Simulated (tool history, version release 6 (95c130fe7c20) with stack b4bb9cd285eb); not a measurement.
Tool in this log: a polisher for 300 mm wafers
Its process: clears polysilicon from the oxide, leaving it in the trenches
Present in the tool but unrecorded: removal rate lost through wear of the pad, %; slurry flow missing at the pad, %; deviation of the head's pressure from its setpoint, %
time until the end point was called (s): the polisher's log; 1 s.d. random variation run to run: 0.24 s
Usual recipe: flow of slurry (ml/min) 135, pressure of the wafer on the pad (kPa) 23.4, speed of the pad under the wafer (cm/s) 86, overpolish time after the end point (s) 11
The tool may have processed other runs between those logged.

run   hour  flow of slurry (ml/min)  pressure of the wafer on the pad (kPa)  speed of the pad under the wafer (cm/s)  overpolish time after the end point (s)  wafers since the last listed run  wafers polished on this pad  hours since the slurry nozzle was cleaned  hours since the head pressure was calibrated  incoming thickness of the incoming film, nm  time until the end point was called (s)
  1      0                      160                                      29                                       86                                       11                                 0                           54                                      623.9                                         511.9                                        375.3                                     19.9
  2   15.9                      150                                    23.4                                       86                                       11                               238                          293                                      639.8                                         527.8                                        380.9                                       25
  3   23.8                      150                                    23.4                                       86                                       11                               118                          411                                      647.7                                         535.7                                        371.8                                     24.7
  4   35.9                      165                                    26.2                                       86                                       11                               181                          592                                      659.8                                         547.8                                        373.8                                     21.8
  5   52.9                      165                                    26.2                                       86                                       11                               254                          847                                      676.8                                         564.8                                        374.9                                     21.9
      78.2  -- worn pad replaced by a new one
  6   78.9                      165                                    26.2                                       86                                       11                               329                            9                                      702.8                                         590.8                                        379.6                                     21.5
  7     96                      135                                      29                                       86                                       11                               256                          266                                      719.9                                         607.9                                          374                                     21.1
  8  109.1                      135                                      29                                       86                                       11                               196                          462                                        733                                           621                                        380.2                                     21.6
  9  125.7                      135                                    23.4                                       86                                       11                               248                          711                                      749.6                                         637.6                                        383.7                                     26.3
     147.5  -- head pressure recalibrated
     164.8  -- worn pad replaced by a new one
 10  176.5                      115                                    23.4                                      108                                       11                               671                          175                                      800.4                                            29                                        372.8                                     21.5
     217.4  -- slurry nozzle cleaned
 11  228.7                      180                                    23.4                                      100                                       11                               767                          942                                       11.3                                          81.2                                          379                                     18.5
     243.1  -- worn pad replaced by a new one
 12  244.8                      110                                    30.3                                       98                                       14                               181                           25                                       27.4                                          97.3                                        379.6                                     16.7
 13  260.5                      150                                    23.4                                       86                                       11                               235                          260                                       43.1                                           113                                        385.2                                     22.9
 14    278                      100                                      29                                       86                                        8                               262                          523                                       60.6                                         130.5                                        372.3                                     19.8
 15    285                      155                                    20.7                                       62                                       11                               104                          628                                       67.6                                         137.5                                        384.1                                     35.3
 16  302.1                      135                                    23.4                                       86                                       11                               256                          884                                       84.7                                         154.6                                        381.1                                     23.5
 17  311.9                      135                                    23.4                                       86                                       11                               146                         1031                                       94.5                                         164.4                                        377.2                                     23.4
     322.7  -- worn pad replaced by a new one
 18  348.3                      135                                    23.4                                       86                                        8                               485                          383                                      130.9                                         200.8                                        381.2                                     23.6
 19  361.7                      180                                    23.4                                       86                                       11                               200                          584                                      144.3                                         214.2                                        375.7                                     22.2
 20    371                      125                                    26.2                                       86                                       13                               139                          723                                      153.6                                         223.5                                        380.7                                     22.1
 21  382.8                      135                                    23.4                                       74                                       11                               176                          900                                      165.4                                         235.3                                        384.9                                     28.3

How would selected steps in time until the end point was called (s) from run to run divide? Give the signed amount a tool lacking its hidden state would still show from settings, what came in and random variation, and the signed amount left for the hidden state, including any gauge scatter that is not in both of the compared results.
Run 1 -> 2: flow of slurry (ml/min) 160 -> 150, pressure of the wafer on the pad (kPa) 29 -> 23.4. time until the end point was called (s) +5.1: hidden state +0.7, all else +4.4.
Run 10 -> 11: flow of slurry (ml/min) 115 -> 180, speed of the pad under the wafer (cm/s) 108 -> 100, slurry nozzle cleaned. time until the end point was called (s) -3: hidden state -3, all else +0.
Run 14 -> 15: flow of slurry (ml/min) 100 -> 155, pressure of the wafer on the pad (kPa) 29 -> 20.7, speed of the pad under the wafer (cm/s) 86 -> 62, overpolish time after the end point (s) 8 -> 11. time until the end point was called (s) +15.5: hidden state +0.1, all else +15.4.
Run 15 -> 16: flow of slurry (ml/min) 155 -> 135, pressure of the wafer on the pad (kPa) 20.7 -> 23.4, speed of the pad under the wafer (cm/s) 62 -> 86. time until the end point was called (s) -11.8: hidden state +0, all else -11.8.
